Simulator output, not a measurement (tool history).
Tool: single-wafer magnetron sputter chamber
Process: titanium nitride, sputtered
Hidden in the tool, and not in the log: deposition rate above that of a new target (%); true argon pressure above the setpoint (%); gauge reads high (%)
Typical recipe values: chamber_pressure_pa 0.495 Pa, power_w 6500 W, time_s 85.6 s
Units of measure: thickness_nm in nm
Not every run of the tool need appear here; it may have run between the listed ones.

| run | hour | chamber_pressure_pa | power_w | time_s | wafers since the last listed run | wafers on the sputter target | hours since the last manometer calibration | hours since the magnet pack was replaced | hours since the gauge calibration | read-back reference wafer on the same gauge, thickness_nm | thickness_nm |
|---|---|---|---|---|---|---|---|---|---|---|---|
| 1 | 0.0 | 0.495 | 6500 | 94.0 | 0 | 4938 | 1767.4 | 8960.6 | 35.9 | 79.274 | 95.301 |
| 2 | 12.8 | 0.495 | 6500 | 94.0 | 96 | 5035 | 1780.2 | 8973.4 | 48.7 | 79.149 | 95.342 |
| 3 | 19.2 | 0.495 | 6500 | 94.0 | 48 | 5083 | 1786.6 | 8979.8 | 55.1 | 79.116 | 95.173 |
| 4 | 30.3 | 0.495 | 6500 | 78.1 | 84 | 5167 | 1797.7 | 8990.9 | 66.2 | 79.188 | 78.777 |
| 5 | 44.4 | 0.495 | 6500 | 78.1 | 106 | 5274 | 1811.8 | 9005.0 | 80.3 | 79.029 | 79.700 |
| 6 | 58.1 | 0.495 | 6500 | 78.1 | 103 | 5377 | 1825.5 | 9018.7 | 94.0 | 79.138 | 78.981 |
| 7 | 64.8 | 0.495 | 6100 | 96.6 | 50 | 5428 | 1832.2 | 9025.4 | 100.7 | 79.101 | 92.625 |
| 8 | 73.2 | 0.495 | 6100 | 96.6 | 63 | 5492 | 1840.6 | 9033.8 | 109.1 | 79.124 | 93.018 |
| 9 | 85.3 | 0.495 | 6500 | 85.6 | 91 | 5583 | 1852.7 | 9045.9 | 121.2 | 79.192 | 86.465 |
|  | 93.7 | sputter target and shields replaced |
|  | 94.0 | magnet pack replaced |
| 10 | 123.7 | 0.495 | 6500 | 85.6 | 228 | 224 | 1891.1 | 29.7 | 159.6 | 79.175 | 96.378 |
|  | 144.1 | capacitance manometer re-zeroed and calibrated |
| 11 | 144.6 | 0.495 | 6500 | 85.6 | 97 | 322 | 0.5 | 50.6 | 180.5 | 79.184 | 95.099 |
| 12 | 151.8 | 0.587 | 7150 | 100.6 | 54 | 376 | 7.7 | 57.8 | 187.7 | 79.066 | 114.945 |
| 13 | 160.0 | 0.652 | 5500 | 70.8 | 62 | 438 | 15.9 | 66.0 | 195.9 | 79.033 | 62.222 |
| 14 | 166.8 | 0.356 | 6500 | 75.7 | 51 | 490 | 22.7 | 72.8 | 202.7 | 79.201 | 90.462 |
|  | 169.5 | gauge calibrated |
| 15 | 181.5 | 0.340 | 5150 | 92.8 | 111 | 601 | 37.4 | 87.5 | 12.0 | 79.134 | 91.066 |
| 16 | 188.4 | 0.495 | 6500 | 85.6 | 52 | 653 | 44.3 | 94.4 | 18.9 | 79.221 | 93.892 |
| 17 | 202.2 | 0.400 | 7800 | 73.5 | 104 | 758 | 58.1 | 108.2 | 32.7 | 79.068 | 99.882 |
| 18 | 218.1 | 0.495 | 6500 | 85.6 | 120 | 878 | 74.0 | 124.1 | 48.6 | 79.119 | 93.270 |
| 19 | 232.1 | 0.495 | 7750 | 85.6 | 105 | 984 | 88.0 | 138.1 | 62.6 | 79.115 | 108.779 |
| 20 | 239.3 | 0.298 | 5150 | 100.6 | 54 | 1039 | 95.2 | 145.3 | 69.8 | 79.208 | 100.497 |

Alternative continuations, all from the tool just after run 20; predict every row:
| A | 239.7 | 0.495 | 8000 | 85.6 | 3 | 1042 | 95.6 | 145.7 | 70.2 | ? | ? |
| B | 239.7 | 0.567 | 7650 | 75.5 | 3 | 1042 | 95.6 | 145.7 | 70.2 | ? | ? |
| C | 239.7 | 0.359 | 5100 | 85.6 | 3 | 1042 | 95.6 | 145.7 | 70.2 | ? | ? |
| D | 239.7 | 0.415 | 6500 | 85.6 | 3 | 1042 | 95.6 | 145.7 | 70.2 | ? | ? |

| run | read-back reference wafer on the same gauge, thickness_nm | thickness_nm |
|---|---|---|
| A | 79.248 | 111.549 |
| B | 79.248 | 90.824 |
| C | 79.248 | 81.564 |
| D | 79.248 | 97.202 |
Had the tool no hidden state, the same runs would have come out as:
| run | thickness_nm |
|---|---|
| A | 117.150 |
| B | 95.384 |
| C | 85.659 |
| D | 102.082 |

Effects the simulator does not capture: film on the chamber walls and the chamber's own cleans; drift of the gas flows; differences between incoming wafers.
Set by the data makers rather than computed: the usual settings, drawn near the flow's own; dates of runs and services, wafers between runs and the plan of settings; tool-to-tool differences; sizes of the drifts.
